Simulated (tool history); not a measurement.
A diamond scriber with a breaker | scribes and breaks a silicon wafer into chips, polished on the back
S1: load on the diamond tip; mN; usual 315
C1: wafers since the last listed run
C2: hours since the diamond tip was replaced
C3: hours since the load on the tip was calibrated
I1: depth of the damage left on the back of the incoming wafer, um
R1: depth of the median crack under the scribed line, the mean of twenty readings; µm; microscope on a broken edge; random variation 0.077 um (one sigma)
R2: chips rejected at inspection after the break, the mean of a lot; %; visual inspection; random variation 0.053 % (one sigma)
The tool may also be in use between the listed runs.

run	hour	S1	C1	C2	C3	I1	R1	R2
1	0.0	280	0	64.1	1516.0	0.05	7.40	2.71
2	13.8	280	37	77.9	1529.8	0.02	7.45	2.59
3	42.6	383	78	106.7	1558.6	0.02	8.52	1.61
4	70.1	371	74	134.2	1586.1	0.05	8.37	1.39
5	96.1	371	70	160.2	1612.1	0.01	8.49	1.42
6	117.8	315	58	181.9	1633.8	0.03	7.64	1.98
# hour 145.1: diamond tip replaced by a new one
7	148.2	254	77	3.1	1664.2	0.01	6.67	6.68
8	160.7	254	33	15.6	1676.7	0.02	6.54	7.49
9	177.4	256	45	32.3	1693.4	0.01	6.62	7.93
# hour 207.7: diamond tip replaced by a new one, repeated, since the last time left the tool worse
10	211.2	371	86	3.5	1727.2	0.04	9.01	2.03
11	229.7	315	50	22.0	1745.7	0.04	7.99	1.53
12	243.8	315	38	36.1	1759.8	0.04	8.06	1.42
# hour 262.8: load on the tip recalibrated
13	279.4	350	91	71.7	16.6	0.03	8.43	1.42
14	300.1	227	56	92.4	37.3	0.04	6.76	6.47
15	313.0	278	35	105.3	50.2	0.04	7.32	3.00
16	332.6	263	53	124.9	69.8	0.02	7.17	3.87
17	366.0	381	90	158.3	103.2	0.02	8.51	1.55

Hidden state or all else? Some run-to-run changes of R1, split into what the settings, what came in and random variation would give without the hidden state, and what is left for the hidden state (with any gauge scatter that isn't in both results):
The hidden state here: share of the diamond tip's cutting effectiveness lost through wear, %; deviation of the load on the tip from its setpoint, %.
Run 9 -> 10: S1 256 -> 371, diamond tip replaced by a new one, repeated, since the last time left the tool worse. R1 +2.39 µm: hidden state +0.90, all else +1.49.
